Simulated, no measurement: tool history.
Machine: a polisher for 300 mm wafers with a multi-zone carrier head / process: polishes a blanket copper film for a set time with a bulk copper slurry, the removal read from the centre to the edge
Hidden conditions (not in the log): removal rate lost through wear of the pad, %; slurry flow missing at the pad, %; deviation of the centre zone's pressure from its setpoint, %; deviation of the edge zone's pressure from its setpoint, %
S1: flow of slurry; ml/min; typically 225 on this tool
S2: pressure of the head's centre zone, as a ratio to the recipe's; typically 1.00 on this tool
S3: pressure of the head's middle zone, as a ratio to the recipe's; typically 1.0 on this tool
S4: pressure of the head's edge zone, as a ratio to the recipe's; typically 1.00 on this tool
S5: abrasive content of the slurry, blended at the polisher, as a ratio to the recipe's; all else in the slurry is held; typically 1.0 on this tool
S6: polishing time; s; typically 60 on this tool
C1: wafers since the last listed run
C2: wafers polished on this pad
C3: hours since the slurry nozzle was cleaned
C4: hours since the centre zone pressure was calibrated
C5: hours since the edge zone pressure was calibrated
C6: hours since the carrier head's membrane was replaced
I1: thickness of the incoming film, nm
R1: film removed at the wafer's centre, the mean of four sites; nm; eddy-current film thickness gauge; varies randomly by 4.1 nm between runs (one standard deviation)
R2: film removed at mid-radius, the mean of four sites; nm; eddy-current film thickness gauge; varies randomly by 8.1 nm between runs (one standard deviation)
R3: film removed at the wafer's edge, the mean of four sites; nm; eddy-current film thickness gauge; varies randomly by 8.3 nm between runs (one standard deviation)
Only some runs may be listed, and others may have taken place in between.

run,hour,S1,S2,S3,S4,S5,S6,C1,C2,C3,C4,C5,C6,I1,R1,R2,R3
1,0.0,225,1.00,1.0,1.00,1.0,41,0,797,803.6,93.1,532.4,46.6,3629.2,379.5,370.6,374.3
2,9.9,225,1.00,1.0,1.00,1.0,60,79,876,813.5,103.0,542.3,56.5,3599.3,546.3,551.9,524.4
# hour 12.1: slurry nozzle cleaned
# hour 22.7: worn pad replaced by a new one, of another model than before
3,26.1,225,1.10,1.0,0.96,1.0,60,89,27,14.0,119.2,558.5,72.7,3612.1,618.1,559.2,546.1
4,35.4,225,1.00,1.0,0.96,1.0,60,74,101,23.3,128.5,567.8,82.0,3701.1,571.8,567.9,550.4
5,52.9,225,1.00,1.0,1.00,1.0,60,139,241,40.8,146.0,585.3,99.5,3660.9,570.1,557.5,565.7
6,66.0,225,1.00,1.0,1.00,1.0,60,104,346,53.9,159.1,598.4,112.6,3613.7,563.6,559.3,555.9
7,76.3,225,1.00,1.0,1.00,1.0,60,82,428,64.2,169.4,608.7,122.9,3633.3,562.3,569.3,554.6
8,84.8,285,1.00,1.0,1.00,1.0,51,67,496,72.7,177.9,617.2,131.4,3584.6,488.0,500.6,475.6
9,93.7,225,0.96,1.0,1.00,1.0,60,71,567,81.6,186.8,626.1,140.3,3576.6,539.3,565.9,559.6
# hour 102.5: edge zone pressure recalibrated
10,104.3,225,1.00,1.0,1.00,1.1,60,68,636,92.2,197.4,1.8,150.9,3600.4,562.8,563.1,548.6
11,119.3,225,1.00,1.0,1.00,1.0,60,119,756,107.2,212.4,16.8,165.9,3626.9,555.5,553.0,543.9
12,132.8,225,1.00,1.1,0.91,1.0,60,107,863,120.7,225.9,30.3,179.4,3608.6,543.8,587.2,510.2
# hour 149.3: worn pad replaced by a new one
13,149.8,270,1.07,1.0,0.96,1.0,60,103,4,137.7,242.9,47.3,196.4,3641.6,620.4,578.5,539.8
14,155.6,260,1.10,1.0,1.00,1.0,60,46,50,143.5,248.7,53.1,202.2,3639.7,630.8,575.9,554.4
15,170.0,225,1.00,1.0,1.00,1.0,60,115,165,157.9,263.1,67.5,216.6,3635.8,573.9,580.5,554.0
16,178.4,300,1.00,1.0,1.00,1.0,60,67,232,166.3,271.5,75.9,225.0,3629.1,590.6,580.3,568.0
17,194.8,225,1.00,1.0,1.00,1.0,60,131,363,182.7,287.9,92.3,241.4,3670.6,569.4,567.3,559.2

Expected results for the next run?
18,209.5,285,1.00,1.0,1.00,1.0,51,117,481,197.4,302.6,107.0,256.1,3606.5,?,?,?

R1: 488.0 nm
R2: 490.6 nm
R3: 467.8 nm
With the hidden condition absent and the run-to-run variation left alone, this run would have shown R1 494.2 nm, R2 496.8 nm, R3 473.6 nm.
